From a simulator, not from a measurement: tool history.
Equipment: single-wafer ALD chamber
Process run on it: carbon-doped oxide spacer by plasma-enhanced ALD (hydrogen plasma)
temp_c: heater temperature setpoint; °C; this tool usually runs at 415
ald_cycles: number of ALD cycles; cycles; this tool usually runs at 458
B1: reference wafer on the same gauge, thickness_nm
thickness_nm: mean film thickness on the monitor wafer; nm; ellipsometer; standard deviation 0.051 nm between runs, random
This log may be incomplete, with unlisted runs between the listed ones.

run 1 hour=0 | temp_c=415 ald_cycles=458 | B1=21.996 | thickness_nm=20.201
run 2 hour=31.9 | temp_c=415 ald_cycles=458 | B1=22.003 | thickness_nm=20.162
run 3 hour=72.5 | temp_c=415 ald_cycles=458 | B1=22.014 | thickness_nm=20.192
-- hour=218 gauge calibrated
run 4 hour=257.9 | temp_c=415 ald_cycles=458 | B1=21.993 | thickness_nm=20.154
run 5 hour=324 | temp_c=418 ald_cycles=458 | B1=22.011 | thickness_nm=19.995
run 6 hour=366.6 | temp_c=418 ald_cycles=458 | B1=21.998 | thickness_nm=20.035
run 7 hour=390.7 | temp_c=415 ald_cycles=458 | B1=22.005 | thickness_nm=20.307

For run 8, what comes out?
run 8 hour=425.9 | temp_c=415 ald_cycles=458 | B1=? | thickness_nm=?

B1: 21.978
thickness_nm: 20.282 nm
On a tool with no hidden condition, and with the same random variation, this run would have come out at thickness_nm 20.282 nm.
